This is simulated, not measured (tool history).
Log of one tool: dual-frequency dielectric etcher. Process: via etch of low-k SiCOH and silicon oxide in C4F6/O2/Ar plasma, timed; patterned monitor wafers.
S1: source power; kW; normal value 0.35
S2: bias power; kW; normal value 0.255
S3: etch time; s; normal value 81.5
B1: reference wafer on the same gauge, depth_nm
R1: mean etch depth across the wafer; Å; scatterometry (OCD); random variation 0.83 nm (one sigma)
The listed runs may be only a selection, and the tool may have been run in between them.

run	day	S1	S2	S3	B1	R1
1	0	0.35	0.286	81.5	294.9	2755
2	2.362	0.35	0.286	81.5	295.5	2759
3	4.171	0.35	0.255	81.5	295.9	2686
4	5.7	0.35	0.255	81.5	296.2	2692
5	7.462	0.35	0.255	81.5	296.9	2694
6	8.533	0.35	0.255	81.5	296.9	2689
7	11.371	0.35	0.234	81.5	297.9	2643
# day 14.446: wet clean of the chamber
# day 14.767: source power generator calibrated
# day 14.85: upper electrode replaced
8	14.871	0.35	0.234	81.5	299.1	2649
# day 15.254: gauge calibrated
9	18.25	0.35	0.255	81.5	293.1	2656
# day 20.404: bias power generator calibrated
10	21.029	0.35	0.235	76.5	293.3	2436
11	24.438	0.35	0.286	81.5	293.5	2735
12	26.304	0.35	0.255	81.5	293.5	2640
13	28.829	0.35	0.255	81.5	293.7	2654
# day 31.217: wet clean of the chamber
14	31.238	0.28	0.208	100.5	294.1	2892
15	33.033	0.3	0.317	103	294.6	3401
16	35.271	0.44	0.314	92	294.5	3422
17	38.1	0.39	0.255	65	295.1	2221
18	39.583	0.41	0.206	59.5	295.8	1947
19	41.446	0.35	0.296	67.5	295.8	2314
20	43.346	0.35	0.306	81.5	296.2	2822

5 ways to go on from here, each from the tool as it stands after run 20. What would each give?
A	43.362	0.35	0.255	81.5	?	?
B	43.362	0.41	0.29	94.5	?	?
C	43.362	0.35	0.255	88.5	?	?
D	43.362	0.27	0.28	93.5	?	?
E	43.362	0.35	0.309	81.5	?	?

run	B1	R1
A	296.1	2682
B	296.1	3397
C	296.1	2913
D	296.1	2902
E	296.1	2830
Stripped of hidden state, with their random variation kept, the same runs would have yielded:
run	R1
A	2644
B	3348
C	2871
D	2861
E	2789
